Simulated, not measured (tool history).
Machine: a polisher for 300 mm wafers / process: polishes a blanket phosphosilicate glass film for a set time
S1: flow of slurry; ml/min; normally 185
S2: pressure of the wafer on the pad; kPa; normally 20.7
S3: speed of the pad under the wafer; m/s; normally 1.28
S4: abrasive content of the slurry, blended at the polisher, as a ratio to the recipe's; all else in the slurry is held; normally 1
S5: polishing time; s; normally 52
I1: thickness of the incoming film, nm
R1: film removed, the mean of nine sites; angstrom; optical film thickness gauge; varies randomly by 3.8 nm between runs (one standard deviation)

run    hour   S1    S2    S3    S4  S5      I1    R1
  1       0  230  20.7  1.28     1  52  2703.8  5949
       44.8  -- slurry nozzle cleaned
       70.7  -- worn pad replaced by a new one
       71.8  -- head pressure recalibrated
  2    72.3  230  20.7  1.28     1  52  2669.8  5927
      114.9  -- slurry blender recalibrated
      128.8  -- conditioning disc replaced and pad reconditioned
  3     175  160  20.7  1.28  0.85  52  2616.8  5229
  4   199.2  185  20.7  1.28     1  52    2627  5795
  5   251.7  185  20.7  1.28     1  52  2621.3  5716
  6   359.3  185  20.7  1.28     1  52  2685.9  5750
      397.5  -- head pressure recalibrated
      397.9  -- slurry nozzle cleaned
  7   398.4  185  20.7  1.28     1  52  2693.7  5684
      427.3  -- worn pad replaced by a new one
      449.4  -- slurry blender recalibrated
  8   457.8  185  20.7  1.28     1  52  2614.7  5710
  9   506.4  185  20.7  1.28     1  52  2686.4  5814
 10   547.5  185  20.7  1.28     1  52  2700.4  5749
      644.9  -- conditioning disc replaced and pad reconditioned
 11   712.3  185  20.7  1.28     1  52  2625.9  5725
 12   737.5  185  20.7  1.28     1  52  2676.8  5829
      762.3  -- head pressure recalibrated
      762.4  -- slurry blender recalibrated
      774.5  -- slurry nozzle cleaned
      801.4  -- worn pad replaced by a new one
 13     866  185  20.7   1.1  1.25  52  2621.1  5854
 14    1034  230  20.7  1.28     1  52  2682.1  5944
     1044.5  -- head pressure recalibrated
 15  1061.6  185  20.7  1.04     1  52  2705.9  5139
     1096.1  -- slurry nozzle cleaned
     1120.9  -- slurry blender recalibrated
 16  1121.4  185  20.7  1.28     1  52  2618.3  5760
     1161.6  -- conditioning disc replaced and pad reconditioned
     1172.1  -- worn pad replaced by a new one
 17  1173.9  185  20.7  1.28     1  52  2638.9  5732
 18  1226.3  160  17.9  0.88  0.85  52  2656.8  3758
 19  1297.7  130  25.5  1.62     1  52  2683.9  7731
 20  1328.6  210  17.9  1.28     1  52    2666  5066
 21  1354.2  220  18.6  0.88  0.75  52  2658.8  3842
     1379.9  -- head pressure recalibrated
     1395.3  -- slurry nozzle cleaned
 22  1413.4  235  20.7  1.68   0.8  46  2670.4  5483
 23  1450.9  185  20.7  1.28     1  52  2610.9  5839
     1485.2  -- slurry blender recalibrated
     1511.4  -- worn pad replaced by a new one
 24  1511.9  220  15.2  1.28  0.75  52  2632.4  3847
 25  1556.2  185  20.7  1.48     1  63    2649  7587
 26  1625.7  185  20.7  1.28     1  52  2653.4  5813

State the hidden condition of the tool at each of the runs:
removal rate lost through wear of the pad, %: 0, the same for each run
slurry flow missing at the pad, %: 0, the same for each run
deviation of the head's pressure from its setpoint, %: 0, the same for each run
abrasive missing from the slurry, %: 0, the same for each run
time polished since the conditioner stopped cutting, s: 0, the same for each run
